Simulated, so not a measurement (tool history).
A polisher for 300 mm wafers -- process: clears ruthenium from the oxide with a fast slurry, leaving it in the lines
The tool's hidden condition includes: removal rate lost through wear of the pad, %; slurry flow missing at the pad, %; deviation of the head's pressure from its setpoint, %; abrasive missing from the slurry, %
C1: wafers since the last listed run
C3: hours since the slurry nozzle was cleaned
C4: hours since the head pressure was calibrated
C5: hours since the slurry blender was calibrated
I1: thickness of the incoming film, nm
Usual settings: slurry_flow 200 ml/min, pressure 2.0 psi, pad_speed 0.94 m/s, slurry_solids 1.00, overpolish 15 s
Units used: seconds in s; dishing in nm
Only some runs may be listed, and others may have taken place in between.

Run 1, hour 0.0: usual settings but slurry_flow 155 ml/min; C1 0; wafers polished on this pad 126; C3 42.5; C4 1517.4; C5 113.9; I1 227.6. Result: seconds 103.1 s, dishing 28.9 nm.
Run 2, hour 12.8: usual settings but slurry_solids 0.90; C1 139; wafers polished on this pad 266; C3 55.3; C4 1530.2; C5 126.7; I1 232.1. Result: seconds 109.0 s, dishing 29.3 nm.
Run 3, hour 28.6: usual settings but slurry_solids 0.90; C1 172; wafers polished on this pad 438; C3 71.1; C4 1546.0; C5 142.5; I1 231.2. Result: seconds 108.0 s, dishing 28.4 nm.
Run 4, hour 45.8: usual settings but pad_speed 0.74 m/s; C1 187; wafers polished on this pad 625; C3 88.3; C4 1563.2; C5 159.7; I1 232.7. Result: seconds 137.6 s, dishing 23.0 nm.
At hour 62.7: head pressure recalibrated.
Run 5, hour 63.2: usual settings but overpolish 10 s; C1 167; wafers polished on this pad 793; C3 105.7; C4 0.5; C5 177.1; I1 228.9. Result: seconds 108.2 s, dishing 19.3 nm.
Run 6, hour 70.1: usual settings but slurry_solids 0.80; C1 75; wafers polished on this pad 868; C3 112.6; C4 7.4; C5 184.0; I1 229.1. Result: seconds 119.7 s, dishing 26.1 nm.
Run 7, hour 83.5: usual settings but slurry_solids 1.10, overpolish 18 s; C1 145; wafers polished on this pad 1013; C3 126.0; C4 20.8; C5 197.4; I1 228.1. Result: seconds 107.2 s, dishing 33.8 nm.
Run 8, hour 98.1: usual settings but pressure 2.4 psi; C1 158; wafers polished on this pad 1172; C3 140.6; C4 35.4; C5 212.0; I1 231.9. Result: seconds 95.0 s, dishing 32.2 nm.
Run 9, hour 113.1: usual settings but slurry_flow 220 ml/min, pressure 2.6 psi, pad_speed 0.84 m/s, slurry_solids 0.85; C1 163; wafers polished on this pad 1336; C3 155.6; C4 50.4; C5 227.0; I1 226.5. Result: seconds 99.5 s, dishing 30.2 nm.
Run 10, hour 127.0: usual settings but overpolish 9 s; C1 151; wafers polished on this pad 1487; C3 169.5; C4 64.3; C5 240.9; I1 230.6. Result: seconds 119.0 s, dishing 16.6 nm.
At hour 135.5: worn pad replaced by a new one.
Run 11, hour 139.7: usual settings but slurry_flow 220 ml/min, pressure 2.6 psi, pad_speed 0.84 m/s, slurry_solids 0.85; C1 94; wafers polished on this pad 45; C3 182.2; C4 77.0; C5 253.6; I1 231.1. Result: seconds 92.0 s, dishing 32.8 nm.
At hour 186.5: slurry blender recalibrated.
Run 12, hour 193.0: usual settings but pad_speed 0.82 m/s; C1 558; wafers polished on this pad 603; C3 235.5; C4 130.3; C5 6.5; I1 228.3. Result: seconds 121.1 s, dishing 26.0 nm.
Run 13, hour 204.2: usual settings but pressure 1.7 psi, overpolish 11 s; C1 121; wafers polished on this pad 725; C3 246.7; C4 141.5; C5 17.7; I1 231.0. Result: seconds 127.4 s, dishing 17.8 nm.
Run 14, hour 212.2: usual settings but slurry_flow 180 ml/min; C1 87; wafers polished on this pad 812; C3 254.7; C4 149.5; C5 25.7; I1 228.5. Result: seconds 106.5 s, dishing 28.5 nm.
Run 15, hour 222.4: usual settings but pad_speed 1.16 m/s; C1 111; wafers polished on this pad 923; C3 264.9; C4 159.7; C5 35.9; I1 228.8. Result: seconds 88.8 s, dishing 35.2 nm.
Run 16, hour 239.6: usual settings; C1 187; wafers polished on this pad 1111; C3 282.1; C4 176.9; C5 53.1; I1 232.2. Result: seconds 112.9 s, dishing 28.2 nm.
Run 17, hour 251.7: usual settings but slurry_flow 240 ml/min; C1 131; wafers polished on this pad 1242; C3 294.2; C4 189.0; C5 65.2; I1 231.1. Result: seconds 112.2 s, dishing 28.1 nm.
Run 18, hour 267.8: usual settings; C1 175; wafers polished on this pad 1418; C3 310.3; C4 205.1; C5 81.3; I1 225.6. Result: seconds 113.1 s, dishing 26.6 nm.
At hour 277.6: worn pad replaced by a new one.
Run 19, hour 281.5: usual settings but slurry_flow 160 ml/min, slurry_solids 0.70; C1 105; wafers polished on this pad 42; C3 324.0; C4 218.8; C5 95.0; I1 229.3. Result: seconds 124.1 s, dishing 25.9 nm.
Run 20, hour 293.9: usual settings but pressure 1.4 psi; C1 134; wafers polished on this pad 177; C3 336.4; C4 231.2; C5 107.4; I1 232.2. Result: seconds 146.7 s, dishing 21.6 nm.
Run 21, hour 303.2: usual settings but slurry_flow 255 ml/min, pressure 2.6 psi, pad_speed 0.64 m/s; C1 101; wafers polished on this pad 278; C3 345.7; C4 240.5; C5 116.7; I1 230.8. Result: seconds 115.1 s, dishing 27.5 nm.
Run 22, hour 317.7: usual settings but pressure 2.4 psi, pad_speed 1.04 m/s, slurry_solids 0.75, overpolish 21 s; C1 157; wafers polished on this pad 436; C3 360.2; C4 255.0; C5 131.2; I1 226.8. Result: seconds 87.2 s, dishing 45.3 nm.
Run 23, hour 325.2: usual settings but pad_speed 1.08 m/s; C1 81; wafers polished on this pad 518; C3 367.7; C4 262.5; C5 138.7; I1 225.8. Result: seconds 89.2 s, dishing 32.9 nm.
Run 24, hour 335.5: usual settings but slurry_solids 0.75; C1 112; wafers polished on this pad 630; C3 378.0; C4 272.8; C5 149.0; I1 228.9. Result: seconds 119.8 s, dishing 25.6 nm.
Run 25, hour 348.3: usual settings; C1 139; wafers polished on this pad 769; C3 390.8; C4 285.6; C5 161.8; I1 231.8. Result: seconds 111.4 s, dishing 28.4 nm.
Run 26, hour 358.0: usual settings; C1 105; wafers polished on this pad 875; C3 400.5; C4 295.3; C5 171.5; I1 231.0. Result: seconds 105.4 s, dishing 29.0 nm.
Run 27, hour 368.6: usual settings but pad_speed 1.06 m/s, overpolish 19 s; C1 115; wafers polished on this pad 990; C3 411.1; C4 305.9; C5 182.1; I1 234.8. Result: seconds 99.5 s, dishing 38.8 nm.
Run 28, hour 384.0: usual settings but pressure 2.7 psi, pad_speed 0.68 m/s, slurry_solids 0.80, overpolish 7 s; C1 167; wafers polished on this pad 1158; C3 426.5; C4 321.3; C5 197.5; I1 229.4. Result: seconds 126.6 s, dishing 12.0 nm.

Each run again, without the hidden state but with its own random variation kept:
run  seconds  dishing
  1    101.2     29.4
  2    105.7     30.1
  3    103.3     29.6
  4    129.4     24.4
  5    100.0     20.8
  6    109.9     28.3
  7     97.2     36.9
  8     84.8     35.7
  9     87.5     34.0
 10    103.1     19.0
 11     91.2     33.0
 12    114.2     27.4
 13    118.8     19.0
 14     98.6     30.6
 15     81.4     38.1
 16    101.7     31.1
 17     99.9     31.3
 18     99.1     30.1
 19    122.7     26.2
 20    143.4     22.0
 21    111.5     28.3
 22     83.4     47.1
 23     84.7     34.5
 24    112.6     27.1
 25    103.4     30.5
 26     96.9     31.4
 27     90.5     42.3
 28    113.4     13.3

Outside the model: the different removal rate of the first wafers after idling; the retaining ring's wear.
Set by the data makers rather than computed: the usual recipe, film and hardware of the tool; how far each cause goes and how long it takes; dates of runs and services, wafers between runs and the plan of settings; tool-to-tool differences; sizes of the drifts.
